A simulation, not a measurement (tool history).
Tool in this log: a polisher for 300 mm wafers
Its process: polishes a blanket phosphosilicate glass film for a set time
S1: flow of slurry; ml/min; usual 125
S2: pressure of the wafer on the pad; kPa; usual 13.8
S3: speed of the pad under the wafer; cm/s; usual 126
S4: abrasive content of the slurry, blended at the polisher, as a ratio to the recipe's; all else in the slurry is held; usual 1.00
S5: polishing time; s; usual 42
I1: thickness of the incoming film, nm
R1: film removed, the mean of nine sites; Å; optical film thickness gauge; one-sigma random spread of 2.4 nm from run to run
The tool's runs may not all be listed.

run   hour   S1    S2   S3    S4  S5      I1    R1
  1    0.0  125  13.8  126  1.00  42  1938.5  2557
  2   12.3  140  13.8  126  1.00  42  1977.2  2679
      21.8  -- worn pad replaced by a new one
  3   28.7  140  13.8  126  1.00  42  1975.5  2669
  4   41.6  140  13.8  126  1.00  42  1939.6  2718
  5   63.7  125  13.8  126  1.00  42  1951.5  2645
      69.1  -- slurry blender recalibrated
  6   77.1  105  13.8  126  0.75  42  1909.0  2350
  7  110.5   80  11.0  126  0.85  46  1944.8  2050
  8  142.2  125  13.8  126  1.00  42  1960.0  2673
  9  168.4   80  13.8  126  1.00  42  1926.5  2514
     174.5  -- conditioning disc replaced and pad reconditioned
 10  185.5  165  13.8  126  0.80  55  1956.7  3402
     236.7  -- worn pad replaced by a new one
     247.9  -- slurry nozzle cleaned
 11  252.7  125  13.8  126  1.00  42  1948.5  2714
     281.2  -- slurry blender recalibrated
 12  284.7  125  13.8  106  1.00  42  1926.9  2386
 13  311.8  125  11.0  126  0.95  42  1979.0  2140
 14  331.6  165  13.8  114  1.00  42  1951.2  2655
 15  366.0  110  13.8  126  1.15  42  1950.7  2871
     378.1  -- head pressure recalibrated
 16  380.6  125   9.7  126  1.00  42  1952.0  1815
 17  394.8  125  13.8  162  0.75  37  1926.2  2511
 18  409.5  165  16.5   84  1.00  42  1956.6  2258
 19  425.4  145  13.8   82  1.00  42  1937.0  1851
 20  449.5  125  13.8  126  1.00  42  1956.2  2532

Expected results for the next run?
 21  466.6  125  15.9  100  1.00  42  1942.8   ?

{"run 21": {"R1": 2426}}
With the hidden condition absent and the run-to-run variation left alone, this run would have shown R1 2413 Å.
